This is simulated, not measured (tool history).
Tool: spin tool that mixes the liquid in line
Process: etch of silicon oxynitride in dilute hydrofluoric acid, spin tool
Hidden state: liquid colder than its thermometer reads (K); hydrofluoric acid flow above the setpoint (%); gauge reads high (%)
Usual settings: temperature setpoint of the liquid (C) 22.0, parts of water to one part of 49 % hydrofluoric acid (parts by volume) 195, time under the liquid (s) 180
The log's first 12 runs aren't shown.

run   hour  temperature setpoint of the liquid (C)  parts of water to one part of 49 % hydrofluoric acid (parts by volume)  time under the liquid (s)  wafers since the last listed run  hours since the thermometer was replaced  hours since the hydrofluoric acid flow meter was replaced  hours since the gauge calibration  read-back film thickness of the silicon oxynitride reference wafer, read on the same gauge (nm)  thickness taken off the silicon oxynitride on a monitor wafer (Å)
 13  140.8                                    22.0                                                                     195                        180                                70                                    2540.2                                                     1240.4                              310.4                                                                                           30.029                                                              17.78
 14  151.2                                    20.5                                                                     165                        140                                69                                    2550.6                                                     1250.8                              320.8                                                                                           29.983                                                              15.31
     158.5  -- hydrofluoric acid flow meter replaced
 15  162.0                                    17.0                                                                     155                        180                                65                                    2561.4                                                        3.5                              331.6                                                                                           29.983                                                              15.72
 16  176.4                                    22.0                                                                     125                        270                                95                                    2575.8                                                       17.9                              346.0                                                                                           29.988                                                              38.86
 17  190.3                                    22.0                                                                     195                        180                                92                                    2589.7                                                       31.8                              359.9                                                                                           30.013                                                              15.52
 18  202.5                                    17.5                                                                     145                        110                                81                                    2601.9                                                       44.0                              372.1                                                                                           29.983                                                              10.82
 19  209.2                                    26.5                                                                     195                        100                                44                                    2608.6                                                       50.7                              378.8                                                                                           30.012                                                              10.53
 20  220.5                                    24.5                                                                     195                         85                                75                                    2619.9                                                       62.0                              390.1                                                                                           30.007                                                               8.38
 21  232.4                                    22.0                                                                     195                        110                                79                                    2631.8                                                       73.9                              402.0                                                                                           30.040                                                               9.57
 22  247.9                                    22.0                                                                     195                        180                               103                                    2647.3                                                       89.4                              417.5                                                                                           29.995                                                              15.16
 23  258.3                                    22.0                                                                     195                        180                                69                                    2657.7                                                       99.8                              427.9                                                                                           30.001                                                              15.68
 24  268.8                                    22.0                                                                     195                        145                                69                                    2668.2                                                      110.3                              438.4                                                                                           29.988                                                              12.73
     281.0  -- thermometer replaced
 25  285.9                                    24.5                                                                     105                         85                               107                                       4.9                                                      127.4                              455.5                                                                                           30.009                                                              16.27
     286.4  -- gauge calibrated
 26  332.8                                    19.0                                                                     195                        180                               311                                      51.8                                                      174.3                               46.4                                                                                           29.990                                                              14.09
 27  343.0                                    22.0                                                                     195                         90                                67                                      62.0                                                      184.5                               56.6                                                                                           30.019                                                               7.69
 28  358.6                                    24.5                                                                     165                        120                               103                                      77.6                                                      200.1                               72.2                                                                                           29.995                                                              14.44
 29  371.7                                    22.0                                                                     195                        215                                87                                      90.7                                                      213.2                               85.3                                                                                           29.982                                                              19.31
 30  387.7                                    20.0                                                                     145                        230                               106                                     106.7                                                      229.2                              101.3                                                                                           29.990                                                              25.29
 31  394.7                                    22.0                                                                     195                        180                                46                                     113.7                                                      236.2                              108.3                                                                                           30.001                                                              15.92
 32  401.7                                    22.0                                                                     195                        180                                46                                     120.7                                                      243.2                              115.3                                                                                           29.994                                                              16.14
 33  412.6                                    22.0                                                                     195                        180                                72                                     131.6                                                      254.1                              126.2                                                                                           30.006                                                              16.21
 34  419.4                                    20.0                                                                     265                        285                                45                                     138.4                                                      260.9                              133.0                                                                                           30.012                                                              16.21

3 ways to go on from here, each from the tool as it stands after run 34. What would each give?
  A  419.9                                    22.0                                                                     195                        180                                 3                                     138.9                                                      261.4                              133.5                                                                                                ?                                                                  ?
  B  419.9                                    23.5                                                                     195                        135                                 3                                     138.9                                                      261.4                              133.5                                                                                                ?                                                                  ?
  C  419.9                                    17.5                                                                     165                        235                                 3                                     138.9                                                      261.4                              133.5                                                                                                ?                                                                  ?

run  read-back film thickness of the silicon oxynitride reference wafer, read on the same gauge (nm)  thickness taken off the silicon oxynitride on a monitor wafer (Å)
  A                                                                                           29.986                                                              16.02
  B                                                                                           29.986                                                              12.86
  C                                                                                           29.986                                                              20.37
Without the tool's hidden state the same runs would have given:
run  thickness taken off the silicon oxynitride on a monitor wafer (Å)
  A                                                              15.32
  B                                                              12.30
  C                                                              19.51
